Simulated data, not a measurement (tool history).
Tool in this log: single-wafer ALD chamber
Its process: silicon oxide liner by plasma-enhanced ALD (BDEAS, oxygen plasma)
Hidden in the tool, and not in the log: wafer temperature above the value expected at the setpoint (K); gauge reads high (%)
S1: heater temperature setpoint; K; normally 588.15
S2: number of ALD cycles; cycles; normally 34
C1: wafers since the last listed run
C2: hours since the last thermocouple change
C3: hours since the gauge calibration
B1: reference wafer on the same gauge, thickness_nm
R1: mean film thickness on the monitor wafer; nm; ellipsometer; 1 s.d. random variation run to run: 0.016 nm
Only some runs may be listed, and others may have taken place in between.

| run | hour | S1 | S2 | C1 | C2 | C3 | B1 | R1 |
|---|---|---|---|---|---|---|---|---|
| 1 | 0 | 588.15 | 34 | 0 | 1137.1 | 621.7 | 2.593 | 2.946 |
| 2 | 28.9 | 582.15 | 34 | 400 | 1166 | 650.6 | 2.59 | 2.966 |
| 3 | 75.7 | 582.15 | 34 | 649 | 1212.8 | 697.4 | 2.581 | 2.99 |
| 4 | 125.5 | 588.15 | 34 | 690 | 1262.6 | 747.2 | 2.571 | 2.92 |
| 5 | 194.7 | 588.15 | 34 | 960 | 1331.8 | 816.4 | 2.559 | 2.922 |
| 6 | 227.4 | 588.15 | 34 | 453 | 1364.5 | 849.1 | 2.551 | 2.948 |
|  | 297.9 | gauge calibrated |
| 7 | 358.4 | 588.15 | 34 | 1817 | 1495.5 | 60.5 | 2.641 | 2.998 |
| 8 | 429.1 | 588.15 | 34 | 980 | 1566.2 | 131.2 | 2.637 | 3.017 |
|  | 437.7 | thermocouple changed; heater temperature recalibrated |
| 9 | 491.3 | 588.15 | 34 | 751 | 53.6 | 193.4 | 2.63 | 3.002 |
| 10 | 539.9 | 600.15 | 30 | 674 | 102.2 | 242 | 2.631 | 2.599 |
| 11 | 569.7 | 603.15 | 34 | 413 | 132 | 271.8 | 2.621 | 2.931 |
| 12 | 603.1 | 575.15 | 31 | 463 | 165.4 | 305.2 | 2.629 | 2.746 |
| 13 | 653.3 | 588.15 | 34 | 696 | 215.6 | 355.4 | 2.619 | 2.972 |
| 14 | 680.8 | 577.15 | 37 | 381 | 243.1 | 382.9 | 2.621 | 3.297 |
| 15 | 748.5 | 594.15 | 34 | 939 | 310.8 | 450.6 | 2.61 | 2.953 |
| 16 | 775.3 | 588.15 | 34 | 371 | 337.6 | 477.4 | 2.612 | 2.939 |
| 17 | 832.5 | 588.15 | 34 | 793 | 394.8 | 534.6 | 2.606 | 2.926 |
| 18 | 874.2 | 592.15 | 34 | 578 | 436.5 | 576.3 | 2.595 | 2.923 |
| 19 | 932.4 | 584.15 | 34 | 807 | 494.7 | 634.5 | 2.587 | 2.941 |

State the hidden condition of the tool at each of the runs:
wafer temperature above the value expected at the setpoint (K): 0 in every run
H1: gauge reads high (%)
| run | H1 |
|---|---|
| 1 | -2.13 |
| 2 | -2.29 |
| 3 | -2.56 |
| 4 | -2.88 |
| 5 | -3.35 |
| 6 | -3.59 |
| 7 | -0.534 |
| 8 | -0.593 |
| 9 | -0.681 |
| 10 | -0.774 |
| 11 | -0.841 |
| 12 | -0.925 |
| 13 | -1.07 |
| 14 | -1.16 |
| 15 | -1.4 |
| 16 | -1.51 |
| 17 | -1.77 |
| 18 | -1.97 |
| 19 | -2.28 |

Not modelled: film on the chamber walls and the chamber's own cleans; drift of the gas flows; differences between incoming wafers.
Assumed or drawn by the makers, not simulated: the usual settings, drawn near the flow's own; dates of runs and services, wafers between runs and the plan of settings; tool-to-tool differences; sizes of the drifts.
